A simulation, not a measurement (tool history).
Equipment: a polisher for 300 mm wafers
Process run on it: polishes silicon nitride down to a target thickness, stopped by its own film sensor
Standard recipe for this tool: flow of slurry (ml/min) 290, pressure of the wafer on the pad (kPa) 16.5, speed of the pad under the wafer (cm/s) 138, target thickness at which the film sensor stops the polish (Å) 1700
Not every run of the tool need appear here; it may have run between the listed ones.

run,day,flow of slurry (ml/min),pressure of the wafer on the pad (kPa),speed of the pad under the wafer (cm/s),target thickness at which the film sensor stops the polish (Å),"incoming thickness of the incoming film, nm",time until the film sensor stopped the polish (s)
1,0.000,290,16.5,138,1700,294.1,78.2
2,1.462,290,16.5,138,1700,294.2,75.9
3,4.354,290,16.5,138,1700,292.7,77.9
4,5.888,290,16.5,138,2000,285.3,54.5
5,12.833,225,20.7,138,1700,290.7,66.4
6,15.329,225,20.7,138,1700,285.4,65.0
7,17.362,290,16.5,138,1700,293.7,76.2
8,20.046,290,16.5,138,1700,289.3,75.7
9,21.804,290,16.5,138,1700,293.7,79.7
10,24.242,290,16.5,138,1700,292.7,79.5
11,26.354,290,16.5,138,1700,291.0,80.4
12,27.783,290,16.5,138,1700,284.7,77.3
13,29.446,290,16.5,138,1700,293.0,81.5
14,30.629,330,14.5,174,1510,284.4,84.5
15,33.504,205,12.4,138,1890,293.3,98.9
16,35.088,290,20.0,162,1700,291.0,61.8
17,37.642,330,16.5,138,1700,290.5,73.4
18,38.717,290,16.5,138,1700,286.0,72.1
19,40.125,330,20.0,126,1950,288.4,50.7
20,41.762,355,16.5,138,1700,284.4,69.9
21,44.479,290,16.5,116,1700,290.6,88.4
22,45.871,290,16.5,106,1440,288.3,115.4
23,47.112,290,16.5,138,1700,293.7,80.6
24,49.454,380,16.5,178,1820,289.8,56.6
25,50.525,250,13.8,172,1700,295.7,86.0
26,53.483,230,16.5,138,1700,287.8,82.2
27,55.246,330,20.0,126,1950,293.8,59.8
28,56.758,215,16.5,166,1450,290.5,89.9
29,59.275,225,20.0,138,1700,289.3,61.9
30,60.296,365,16.5,138,1700,295.0,75.4
31,61.504,290,16.5,102,1820,286.0,83.3
32,63.300,240,13.8,178,1530,293.6,89.2
33,65.812,235,22.1,122,2120,288.9,41.8
34,67.654,240,12.4,172,1820,290.4,81.4
35,69.542,290,16.5,138,1700,291.6,78.7
36,76.471,290,16.5,98,2050,293.6,79.4
37,80.188,330,16.5,138,1700,285.2,71.1

Put back what was entered between runs (11 entries, withheld): which listed runs does each sit between, and how does the hidden state differ from the listed run before to the listed run after?
Between runs 1 and 2: head pressure recalibrated (day 0.221)
  removal rate lost through wear of the pad, %: 1.32 -> 2.16
  measured less the result without the state, time until the film sensor stopped the polish (s): +1.0 -> +1.6
Between runs 2 and 3: slurry nozzle cleaned (day 3.458)
  removal rate lost through wear of the pad, %: 2.16 -> 3.84
  measured less the result without the state, time until the film sensor stopped the polish (s): +1.6 -> +3.0
Between runs 6 and 7: worn pad replaced by a new one (day 15.788)
  removal rate lost through wear of the pad, %: 10.2 -> 2.09
  measured less the result without the state, time until the film sensor stopped the polish (s): +6.6 -> +1.6
Between runs 9 and 10: head pressure recalibrated (day 22.550)
  removal rate lost through wear of the pad, %: 4.66 -> 6.07
  measured less the result without the state, time until the film sensor stopped the polish (s): +3.7 -> +4.8
Between runs 13 and 14: slurry nozzle cleaned (day 30.321)
  removal rate lost through wear of the pad, %: 9.08 -> 9.77
  measured less the result without the state, time until the film sensor stopped the polish (s): +7.4 -> +8.3
Between runs 16 and 17: worn pad replaced by a new one (day 36.125)
  removal rate lost through wear of the pad, %: 12.3 -> 0.956
  measured less the result without the state, time until the film sensor stopped the polish (s): +7.7 -> +0.7
Between runs 20 and 21: head pressure recalibrated (day 44.458)
  removal rate lost through wear of the pad, %: 3.34 -> 4.91
  measured less the result without the state, time until the film sensor stopped the polish (s): +2.3 -> +4.3
Between runs 28 and 29: worn pad replaced by a new one (day 57.462); slurry nozzle cleaned (day 57.942)
  removal rate lost through wear of the pad, %: 12 -> 1.15
  measured less the result without the state, time until the film sensor stopped the polish (s): +10.8 -> +0.7
Between runs 34 and 35: head pressure recalibrated (day 69.208)
  removal rate lost through wear of the pad, %: 6 -> 7.09
  measured less the result without the state, time until the film sensor stopped the polish (s): +4.9 -> +5.6
Between runs 36 and 37: worn pad replaced by a new one (day 78.708)
  removal rate lost through wear of the pad, %: 11.1 -> 1.97
  measured less the result without the state, time until the film sensor stopped the polish (s): +8.8 -> +1.4
